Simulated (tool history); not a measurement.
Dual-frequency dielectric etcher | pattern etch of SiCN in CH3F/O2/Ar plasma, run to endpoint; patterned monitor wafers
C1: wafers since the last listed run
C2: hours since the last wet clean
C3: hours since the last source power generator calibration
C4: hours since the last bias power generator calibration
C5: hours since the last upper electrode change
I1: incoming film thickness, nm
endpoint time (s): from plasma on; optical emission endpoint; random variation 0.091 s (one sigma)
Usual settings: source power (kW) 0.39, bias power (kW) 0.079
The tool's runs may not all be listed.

{"run": 1, "hour": 0.0, "source power (kW)": 0.34, "bias power (kW)": 0.094, "C1": 0, "C2": 149, "C3": 3105.5, "C4": 1348.3, "C5": 4822, "I1": 13.02, "endpoint time (s)": 30}
{"run": 2, "hour": 16.5, "source power (kW)": 0.34, "bias power (kW)": 0.094, "C1": 296, "C2": 165.5, "C3": 3122, "C4": 1364.8, "C5": 4838.5, "I1": 12.99, "endpoint time (s)": 30}
{"run": 3, "hour": 28.7, "source power (kW)": 0.34, "bias power (kW)": 0.094, "C1": 219, "C2": 177.7, "C3": 3134.2, "C4": 1377, "C5": 4850.7, "I1": 12.98, "endpoint time (s)": 29.9}
{"run": 4, "hour": 64.5, "source power (kW)": 0.39, "bias power (kW)": 0.079, "C1": 644, "C2": 213.5, "C3": 3170, "C4": 1412.8, "C5": 4886.5, "I1": 13.07, "endpoint time (s)": 30.3}
{"run": 5, "hour": 114.5, "source power (kW)": 0.39, "bias power (kW)": 0.079, "C1": 899, "C2": 263.5, "C3": 3220, "C4": 1462.8, "C5": 4936.5, "I1": 13.05, "endpoint time (s)": 30.1}
{"run": 6, "hour": 147.1, "source power (kW)": 0.39, "bias power (kW)": 0.079, "C1": 586, "C2": 296.1, "C3": 3252.6, "C4": 1495.4, "C5": 4969.1, "I1": 13.02, "endpoint time (s)": 30}
{"run": 7, "hour": 176.7, "source power (kW)": 0.39, "bias power (kW)": 0.079, "C1": 532, "C2": 325.7, "C3": 3282.2, "C4": 1525, "C5": 4998.7, "I1": 13.06, "endpoint time (s)": 30}
{"run": 8, "hour": 211.2, "source power (kW)": 0.39, "bias power (kW)": 0.079, "C1": 620, "C2": 360.2, "C3": 3316.7, "C4": 1559.5, "C5": 5033.2, "I1": 13.02, "endpoint time (s)": 30}
{"run": 9, "hour": 226.9, "source power (kW)": 0.39, "bias power (kW)": 0.079, "C1": 282, "C2": 375.9, "C3": 3332.4, "C4": 1575.2, "C5": 5048.9, "I1": 13, "endpoint time (s)": 30}
{"run": 10, "hour": 261.0, "source power (kW)": 0.39, "bias power (kW)": 0.079, "C1": 613, "C2": 410, "C3": 3366.5, "C4": 1609.3, "C5": 5083, "I1": 13.11, "endpoint time (s)": 30.2}
{"run": 11, "hour": 280.8, "source power (kW)": 0.44, "bias power (kW)": 0.079, "C1": 356, "C2": 429.8, "C3": 3386.3, "C4": 1629.1, "C5": 5102.8, "I1": 12.98, "endpoint time (s)": 28.6}
{"run": 12, "hour": 314.6, "source power (kW)": 0.44, "bias power (kW)": 0.079, "C1": 608, "C2": 463.6, "C3": 3420.1, "C4": 1662.9, "C5": 5136.6, "I1": 12.88, "endpoint time (s)": 28.3}
{"run": 13, "hour": 332.4, "source power (kW)": 0.39, "bias power (kW)": 0.079, "C1": 320, "C2": 481.4, "C3": 3437.9, "C4": 1680.7, "C5": 5154.4, "I1": 12.81, "endpoint time (s)": 29.6}
{"run": 14, "hour": 349.2, "source power (kW)": 0.39, "bias power (kW)": 0.079, "C1": 302, "C2": 498.2, "C3": 3454.7, "C4": 1697.5, "C5": 5171.2, "I1": 12.94, "endpoint time (s)": 29.6}
{"run": 15, "hour": 374.9, "source power (kW)": 0.39, "bias power (kW)": 0.07, "C1": 462, "C2": 523.9, "C3": 3480.4, "C4": 1723.2, "C5": 5196.9, "I1": 12.88, "endpoint time (s)": 30.8}
{"hour": 399.2, "done": "bias power generator calibrated"}
{"hour": 410.6, "done": "wet clean of the chamber"}
{"hour": 428.1, "done": "upper electrode replaced"}
{"run": 16, "hour": 428.6, "source power (kW)": 0.42, "bias power (kW)": 0.098, "C1": 373, "C2": 18, "C3": 3534.1, "C4": 29.4, "C5": 0.5, "I1": 12.95, "endpoint time (s)": 27.5}
{"run": 17, "hour": 440.8, "source power (kW)": 0.45, "bias power (kW)": 0.066, "C1": 219, "C2": 30.2, "C3": 3546.3, "C4": 41.6, "C5": 12.7, "I1": 13.2, "endpoint time (s)": 31}
{"run": 18, "hour": 464.4, "source power (kW)": 0.46, "bias power (kW)": 0.067, "C1": 424, "C2": 53.8, "C3": 3569.9, "C4": 65.2, "C5": 36.3, "I1": 13.02, "endpoint time (s)": 30.2}
{"run": 19, "hour": 494.3, "source power (kW)": 0.32, "bias power (kW)": 0.062, "C1": 538, "C2": 83.7, "C3": 3599.8, "C4": 95.1, "C5": 66.2, "I1": 12.92, "endpoint time (s)": 35.7}
{"run": 20, "hour": 526.9, "source power (kW)": 0.45, "bias power (kW)": 0.067, "C1": 586, "C2": 116.3, "C3": 3632.4, "C4": 127.7, "C5": 98.8, "I1": 13.02, "endpoint time (s)": 30.3}
{"hour": 571.9, "done": "source power generator calibrated"}
{"run": 21, "hour": 592.0, "source power (kW)": 0.39, "bias power (kW)": 0.079, "C1": 1099, "C2": 181.4, "C3": 20.1, "C4": 192.8, "C5": 163.9, "I1": 12.93, "endpoint time (s)": 30.1}
{"run": 22, "hour": 614.5, "source power (kW)": 0.45, "bias power (kW)": 0.094, "C1": 404, "C2": 203.9, "C3": 42.6, "C4": 215.3, "C5": 186.4, "I1": 13.09, "endpoint time (s)": 27.1}
{"run": 23, "hour": 630.1, "source power (kW)": 0.48, "bias power (kW)": 0.067, "C1": 280, "C2": 219.5, "C3": 58.2, "C4": 230.9, "C5": 202, "I1": 13.01, "endpoint time (s)": 29.4}
{"run": 24, "hour": 645.9, "source power (kW)": 0.33, "bias power (kW)": 0.079, "C1": 284, "C2": 235.3, "C3": 74, "C4": 246.7, "C5": 217.8, "I1": 12.85, "endpoint time (s)": 31.9}
{"run": 25, "hour": 662.6, "source power (kW)": 0.39, "bias power (kW)": 0.079, "C1": 300, "C2": 252, "C3": 90.7, "C4": 263.4, "C5": 234.5, "I1": 12.96, "endpoint time (s)": 30.2}
{"run": 26, "hour": 680.2, "source power (kW)": 0.39, "bias power (kW)": 0.079, "C1": 316, "C2": 269.6, "C3": 108.3, "C4": 281, "C5": 252.1, "I1": 13, "endpoint time (s)": 30.1}
{"run": 27, "hour": 698.3, "source power (kW)": 0.39, "bias power (kW)": 0.092, "C1": 325, "C2": 287.7, "C3": 126.4, "C4": 299.1, "C5": 270.2, "I1": 12.84, "endpoint time (s)": 28.1}
{"run": 28, "hour": 730.4, "source power (kW)": 0.36, "bias power (kW)": 0.079, "C1": 577, "C2": 319.8, "C3": 158.5, "C4": 331.2, "C5": 302.3, "I1": 12.97, "endpoint time (s)": 30.9}

Forecast each of these 3 alternatives for the next run:
{"run": "A", "hour": 730.8, "source power (kW)": 0.39, "bias power (kW)": 0.079, "C1": 7, "C2": 320.2, "C3": 158.9, "C4": 331.6, "C5": 302.7, "I1": 13.08, "endpoint time (s)": "?"}
{"run": "B", "hour": 730.8, "source power (kW)": 0.49, "bias power (kW)": 0.091, "C1": 7, "C2": 320.2, "C3": 158.9, "C4": 331.6, "C5": 302.7, "I1": 13.08, "endpoint time (s)": "?"}
{"run": "C", "hour": 730.8, "source power (kW)": 0.45, "bias power (kW)": 0.06, "C1": 7, "C2": 320.2, "C3": 158.9, "C4": 331.6, "C5": 302.7, "I1": 13.08, "endpoint time (s)": "?"}

run=A endpoint_time_(s)=30.2
run=B endpoint_time_(s)=26.3
run=C endpoint_time_(s)=31.2
Without the tool's hidden state the same runs would have given:
run=A endpoint_time_(s)=30.5
run=B endpoint_time_(s)=26.6
run=C endpoint_time_(s)=31.5
